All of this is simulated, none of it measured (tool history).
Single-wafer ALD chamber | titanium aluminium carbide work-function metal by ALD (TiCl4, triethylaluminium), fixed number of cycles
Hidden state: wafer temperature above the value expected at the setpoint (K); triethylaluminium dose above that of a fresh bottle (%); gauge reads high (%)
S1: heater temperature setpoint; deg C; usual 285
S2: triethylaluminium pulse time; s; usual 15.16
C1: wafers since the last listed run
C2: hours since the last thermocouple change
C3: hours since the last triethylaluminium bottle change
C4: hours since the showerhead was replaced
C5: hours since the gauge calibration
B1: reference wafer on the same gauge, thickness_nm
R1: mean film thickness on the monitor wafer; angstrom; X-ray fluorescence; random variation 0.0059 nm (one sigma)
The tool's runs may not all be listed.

run,hour,S1,S2,C1,C2,C3,C4,C5,B1,R1
1,0.0,279,17.62,0,803.2,61.0,2577.3,1100.1,2.322,19.09
2,286.8,285,15.16,2362,1090.0,347.8,2864.1,1386.9,2.320,19.66
3,368.0,285,15.16,669,1171.2,429.0,2945.3,1468.1,2.322,19.64
# hour 456.5: thermocouple changed; heater temperature recalibrated
4,461.1,285,15.16,701,4.6,522.1,3038.4,1561.2,2.318,19.71
5,503.4,281,15.16,348,46.9,564.4,3080.7,1603.5,2.321,19.26
6,588.6,280,10.57,701,132.1,649.6,3165.9,1688.7,2.321,18.82
# hour 623.9: showerhead replaced
7,654.6,280,10.57,477,198.1,715.6,30.7,1754.7,2.321,18.66
# hour 685.0: gauge calibrated
8,704.9,280,10.57,414,248.4,765.9,81.0,19.9,2.320,18.69
9,808.3,285,15.16,851,351.8,869.3,184.4,123.3,2.319,19.58
10,876.1,285,15.16,558,419.6,937.1,252.2,191.1,2.319,19.61
11,978.0,295,15.16,839,521.5,1039.0,354.1,293.0,2.318,20.79
12,1081.4,295,15.16,851,624.9,1142.4,457.5,396.4,2.319,20.85
13,1122.8,285,15.16,341,666.3,1183.8,498.9,437.8,2.319,19.82
14,1172.9,280,10.57,412,716.4,1233.9,549.0,487.9,2.318,18.75
15,1260.6,297,19.17,722,804.1,1321.6,636.7,575.6,2.321,21.04
16,1310.3,295,18.42,409,853.8,1371.3,686.4,625.3,2.321,20.85
17,1354.2,285,15.16,361,897.7,1415.2,730.3,669.2,2.320,19.65
18,1400.0,285,19.03,377,943.5,1461.0,776.1,715.0,2.321,19.71
19,1458.0,299,15.16,477,1001.5,1519.0,834.1,773.0,2.324,21.10
20,1533.1,285,15.16,618,1076.6,1594.1,909.2,848.1,2.321,19.59
21,1601.6,290,19.33,564,1145.1,1662.6,977.7,916.6,2.319,20.39
22,1646.7,285,15.16,371,1190.2,1707.7,1022.8,961.7,2.323,19.75
23,1701.3,296,17.24,449,1244.8,1762.3,1077.4,1016.3,2.322,20.87
# hour 1730.7: thermocouple changed; heater temperature recalibrated
# hour 1855.4: triethylaluminium bottle replaced
24,1855.9,285,15.16,1141,125.2,0.5,1232.0,1170.9,2.321,19.75
25,1949.7,298,21.04,772,219.0,94.3,1325.8,1264.7,2.321,21.13
26,1992.5,285,15.16,352,261.8,137.1,1368.6,1307.5,2.321,19.71
27,2096.8,285,20.40,859,366.1,241.4,1472.9,1411.8,2.320,19.68
28,2139.5,285,15.16,351,408.8,284.1,1515.6,1454.5,2.318,19.71
29,2176.6,271,20.01,305,445.9,321.2,1552.7,1491.6,2.320,18.42
30,2393.1,296,12.10,1783,662.4,537.7,1769.2,1708.1,2.317,20.57
31,2482.4,293,19.35,735,751.7,627.0,1858.5,1797.4,2.321,20.75
32,2563.6,289,20.99,669,832.9,708.2,1939.7,1878.6,2.320,20.30

Forecast each of these 5 alternatives for the next run:
A,2564.0,285,15.16,3,833.3,708.6,1940.1,1879.0,?,?
B,2564.0,299,9.98,3,833.3,708.6,1940.1,1879.0,?,?
C,2564.0,285,19.85,3,833.3,708.6,1940.1,1879.0,?,?
D,2564.0,294,13.35,3,833.3,708.6,1940.1,1879.0,?,?
E,2564.0,272,15.16,3,833.3,708.6,1940.1,1879.0,?,?

run,B1,R1
A,2.321,19.70
B,2.321,20.51
C,2.321,19.79
D,2.321,20.53
E,2.321,18.38
Without the tool's hidden state the same runs would have given:
run,R1
A,19.70
B,20.51
C,19.79
D,20.53
E,18.38

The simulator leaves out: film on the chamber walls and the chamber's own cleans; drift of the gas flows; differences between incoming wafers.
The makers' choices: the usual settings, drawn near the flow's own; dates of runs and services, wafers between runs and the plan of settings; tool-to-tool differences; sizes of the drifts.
